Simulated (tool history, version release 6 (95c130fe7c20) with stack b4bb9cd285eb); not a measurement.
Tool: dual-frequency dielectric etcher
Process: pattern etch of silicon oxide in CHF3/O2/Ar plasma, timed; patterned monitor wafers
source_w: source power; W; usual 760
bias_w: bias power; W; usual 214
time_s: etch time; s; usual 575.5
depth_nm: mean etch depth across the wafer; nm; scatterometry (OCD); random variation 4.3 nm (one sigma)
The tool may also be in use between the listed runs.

run,hour,source_w,bias_w,time_s,"read-back reference wafer on the same gauge, depth_nm",depth_nm
1,0.0,760,203,575.5,1338.3,1330.4
2,25.3,760,214,575.5,1338.3,1376.9
3,59.3,760,214,575.5,1340.9,1374.5
4,95.1,760,214,575.5,1342.7,1383.3
5,110.1,760,196,575.5,1342.9,1315.8
6,129.5,760,196,575.5,1342.1,1319.4
7,154.5,760,214,575.5,1341.9,1382.7
8,187.9,760,214,575.5,1343.1,1381.1
# hour 201.7: source power generator calibrated
9,207.8,760,242,711.0,1343.4,1822.4
10,233.0,760,242,711.0,1343.5,1817.5
11,268.8,760,252,575.5,1345.2,1509.3
12,298.8,760,252,575.5,1343.4,1503.5
13,330.5,650,191,575.5,1346.1,1248.2
14,343.1,760,160,411.5,1346.7,835.4
# hour 369.3: gauge calibrated
# hour 374.4: wet clean of the chamber
15,376.1,820,173,718.0,1315.4,1528.4
16,400.4,840,197,575.5,1319.9,1329.0
17,420.3,760,214,575.5,1322.6,1363.6
18,435.8,760,214,575.5,1323.5,1364.1
# hour 478.5: bias power generator calibrated
# hour 480.9: upper electrode replaced
19,481.4,760,214,575.5,1328.7,1368.5
20,498.1,760,214,575.5,1329.5,1370.3
21,514.6,760,214,505.5,1329.4,1199.6
22,542.3,760,162,711.5,1331.7,1451.5
23,611.6,650,236,673.0,1335.7,1626.5
24,634.9,840,265,471.5,1336.7,1287.7

Hidden state or all else? Some run-to-run changes of depth_nm, split into what the settings, what came in and random variation would give without the hidden state, and what is left for the hidden state (with any gauge scatter that isn't in both results):
The hidden state here: etch rate over this chamber's usual, %; source power that arrives over what is set, %; bias power that arrives over what is set, %; gauge reads high (%).
Run 8 -> 9: bias_w 214 -> 242, time_s 575.5 -> 711.0, source power generator calibrated. depth_nm +441.3 nm: hidden state +8.2, all else +433.1.
Run 14 -> 15: source_w 760 -> 820, bias_w 160 -> 173, time_s 411.5 -> 718.0, gauge calibrated, wet clean of the chamber. depth_nm +693.0 nm: hidden state -19.6, all else +712.6.

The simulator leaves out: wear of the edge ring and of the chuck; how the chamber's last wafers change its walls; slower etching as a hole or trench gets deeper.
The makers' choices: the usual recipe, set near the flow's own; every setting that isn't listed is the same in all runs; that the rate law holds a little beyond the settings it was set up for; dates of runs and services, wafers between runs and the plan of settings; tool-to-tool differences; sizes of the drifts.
